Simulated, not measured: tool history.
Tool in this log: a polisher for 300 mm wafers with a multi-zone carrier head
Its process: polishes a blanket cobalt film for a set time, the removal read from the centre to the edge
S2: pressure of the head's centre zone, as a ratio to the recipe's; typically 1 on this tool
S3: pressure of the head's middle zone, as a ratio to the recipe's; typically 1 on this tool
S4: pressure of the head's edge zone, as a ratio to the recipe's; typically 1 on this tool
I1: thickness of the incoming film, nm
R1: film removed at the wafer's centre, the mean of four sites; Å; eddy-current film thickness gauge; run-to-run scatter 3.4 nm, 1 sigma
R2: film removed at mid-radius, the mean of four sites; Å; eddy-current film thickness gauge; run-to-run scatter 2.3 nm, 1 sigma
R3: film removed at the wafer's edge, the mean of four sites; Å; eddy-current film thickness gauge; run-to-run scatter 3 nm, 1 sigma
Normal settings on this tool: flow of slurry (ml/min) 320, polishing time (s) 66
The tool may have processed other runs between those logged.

run 1 day=0 | flow_of_slurry_(ml/min)=320 S2=1 S3=1 S4=1 polishing_time_(s)=66 | I1=843.6 | R1=3348 R2=3306 R3=3479
-- day=0.958 worn pad replaced by a new one
run 2 day=1.629 | flow_of_slurry_(ml/min)=320 S2=1 S3=1 S4=1 polishing_time_(s)=66 | I1=838.3 | R1=3373 R2=3271 R3=3497
run 3 day=3.179 | flow_of_slurry_(ml/min)=350 S2=1 S3=1 S4=1 polishing_time_(s)=66 | I1=852.8 | R1=3470 R2=3319 R3=3500
run 4 day=5.288 | flow_of_slurry_(ml/min)=350 S2=1 S3=1 S4=1 polishing_time_(s)=66 | I1=844.1 | R1=3404 R2=3321 R3=3516
-- day=6.854 worn pad replaced by a new one
run 5 day=7.875 | flow_of_slurry_(ml/min)=320 S2=1 S3=1 S4=1 polishing_time_(s)=55 | I1=826 | R1=2837 R2=2694 R3=2960
-- day=8.058 slurry nozzle cleaned
run 6 day=10.267 | flow_of_slurry_(ml/min)=320 S2=1 S3=1 S4=1 polishing_time_(s)=55 | I1=837.7 | R1=2664 R2=2563 R3=2816
run 7 day=11.296 | flow_of_slurry_(ml/min)=320 S2=0.96 S3=1 S4=1 polishing_time_(s)=66 | I1=842.6 | R1=3055 R2=3060 R3=3386
-- day=12.783 worn pad replaced by a new one
run 8 day=13.592 | flow_of_slurry_(ml/min)=320 S2=0.96 S3=1 S4=1 polishing_time_(s)=66 | I1=844.8 | R1=3012 R2=2973 R3=3337
-- day=15.35 slurry nozzle cleaned, repeated, since the last time left the tool worse
run 9 day=15.45 | flow_of_slurry_(ml/min)=320 S2=1 S3=1 S4=1 polishing_time_(s)=66 | I1=836.7 | R1=3458 R2=3346 R3=3582
run 10 day=17.967 | flow_of_slurry_(ml/min)=320 S2=1.09 S3=0.95 S4=1 polishing_time_(s)=66 | I1=836.2 | R1=3732 R2=3139 R3=3506
-- day=19.425 worn pad replaced by a new one
-- day=19.671 carrier head's membrane replaced by a new one
run 11 day=19.708 | flow_of_slurry_(ml/min)=320 S2=1 S3=1 S4=1 polishing_time_(s)=66 | I1=846.2 | R1=3392 R2=3264 R3=3515
-- day=19.988 edge zone pressure recalibrated
run 12 day=20.712 | flow_of_slurry_(ml/min)=320 S2=0.96 S3=1 S4=1 polishing_time_(s)=66 | I1=823.3 | R1=3240 R2=3272 R3=3567
-- day=21.529 centre zone pressure recalibrated
run 13 day=23.104 | flow_of_slurry_(ml/min)=415 S2=1 S3=1 S4=1 polishing_time_(s)=66 | I1=853.1 | R1=3543 R2=3332 R3=3570
-- day=25.038 worn pad replaced by a new one
run 14 day=25.058 | flow_of_slurry_(ml/min)=320 S2=1.06 S3=1 S4=0.91 polishing_time_(s)=83 | I1=843.8 | R1=4556 R2=4107 R3=4279
-- day=26.146 slurry nozzle cleaned
run 15 day=26.888 | flow_of_slurry_(ml/min)=320 S2=1 S3=0.92 S4=1 polishing_time_(s)=83 | I1=834.5 | R1=4403 R2=3950 R3=4544

Forecast run 16:
run 16 day=28.142 | flow_of_slurry_(ml/min)=320 S2=1 S3=1.09 S4=0.9 polishing_time_(s)=66 | I1=853.5 | R1=? R2=? R3=?

{"run 16": {"R1": 3490, "R2": 3576, "R3": 3453}}
Had the tool carried no hidden state, the very same run would have given R1 3536 Å, R2 3618 Å, R3 3484 Å.

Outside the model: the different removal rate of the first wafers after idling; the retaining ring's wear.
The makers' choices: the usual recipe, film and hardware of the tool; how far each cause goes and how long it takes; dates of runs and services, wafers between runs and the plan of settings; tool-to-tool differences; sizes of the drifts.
